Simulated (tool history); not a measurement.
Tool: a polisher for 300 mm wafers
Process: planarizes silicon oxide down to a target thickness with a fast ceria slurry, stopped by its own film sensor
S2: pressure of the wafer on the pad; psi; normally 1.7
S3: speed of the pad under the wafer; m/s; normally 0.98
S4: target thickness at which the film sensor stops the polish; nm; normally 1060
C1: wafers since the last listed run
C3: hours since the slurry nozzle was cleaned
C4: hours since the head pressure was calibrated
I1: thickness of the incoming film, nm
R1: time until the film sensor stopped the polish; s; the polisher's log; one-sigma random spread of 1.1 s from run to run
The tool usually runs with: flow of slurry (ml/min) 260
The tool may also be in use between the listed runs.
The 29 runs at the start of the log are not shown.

Run 30, hour 719.6: usual settings but S2 2.1 psi; C1 208; wafers polished on this pad 1923; C3 139.4; C4 443; I1 1647.2. Result: R1 51.7 s.
Run 31, hour 732: usual settings but flow of slurry (ml/min) 220, S3 0.76 m/s, S4 944 nm; C1 161; wafers polished on this pad 2085; C3 151.8; C4 455.4; I1 1679.6. Result: R1 102.4 s.
Run 32, hour 749.9: usual settings but S3 1.24 m/s; C1 233; wafers polished on this pad 2318; C3 169.7; C4 473.3; I1 1668. Result: R1 52.3 s.
Run 33, hour 775.5: usual settings but flow of slurry (ml/min) 185, S2 1.2 psi, S3 1.32 m/s, S4 970 nm; C1 333; wafers polished on this pad 2652; C3 195.3; C4 498.9; I1 1642.7. Result: R1 82.1 s.
Run 34, hour 797.8: usual settings but flow of slurry (ml/min) 330, S2 2.2 psi; C1 290; wafers polished on this pad 2943; C3 217.6; C4 521.2; I1 1683.7. Result: R1 52.7 s.
At hour 829.5: worn pad replaced by a new one.
Run 35, hour 830.8: usual settings but S4 897 nm; C1 378; wafers polished on this pad 16; C3 250.6; C4 554.2; I1 1671.4. Result: R1 81.7 s.
Run 36, hour 865.3: usual settings but S3 1.12 m/s; C1 449; wafers polished on this pad 466; C3 285.1; C4 588.7; I1 1659. Result: R1 53.7 s.
Run 37, hour 942: usual settings but S2 2 psi; C1 1000; wafers polished on this pad 1467; C3 361.8; C4 665.4; I1 1636.5. Result: R1 52.6 s.

Branching from run 37: 4 alternative next runs. What would each branch give?
Run A, hour 942.4: usual settings; C1 5; wafers polished on this pad 1472; C3 362.2; C4 665.8; I1 1680. Result: R1 ?.
Run B, hour 942.4: usual settings but S4 978 nm; C1 5; wafers polished on this pad 1472; C3 362.2; C4 665.8; I1 1680. Result: R1 ?.
Run C, hour 942.4: usual settings but flow of slurry (ml/min) 290, S2 1.4 psi; C1 5; wafers polished on this pad 1472; C3 362.2; C4 665.8; I1 1680. Result: R1 ?.
Run D, hour 942.4: usual settings but S2 1.4 psi, S3 0.66 m/s, S4 1172 nm; C1 5; wafers polished on this pad 1472; C3 362.2; C4 665.8; I1 1680. Result: R1 ?.

run    R1
  A  65.3
  B  73.9
  C  78.6
  D    96
Take away the tool's hidden state, keep each run's random variation, and the runs would have read:
run    R1
  A  62.7
  B    71
  C  75.5
  D  92.2

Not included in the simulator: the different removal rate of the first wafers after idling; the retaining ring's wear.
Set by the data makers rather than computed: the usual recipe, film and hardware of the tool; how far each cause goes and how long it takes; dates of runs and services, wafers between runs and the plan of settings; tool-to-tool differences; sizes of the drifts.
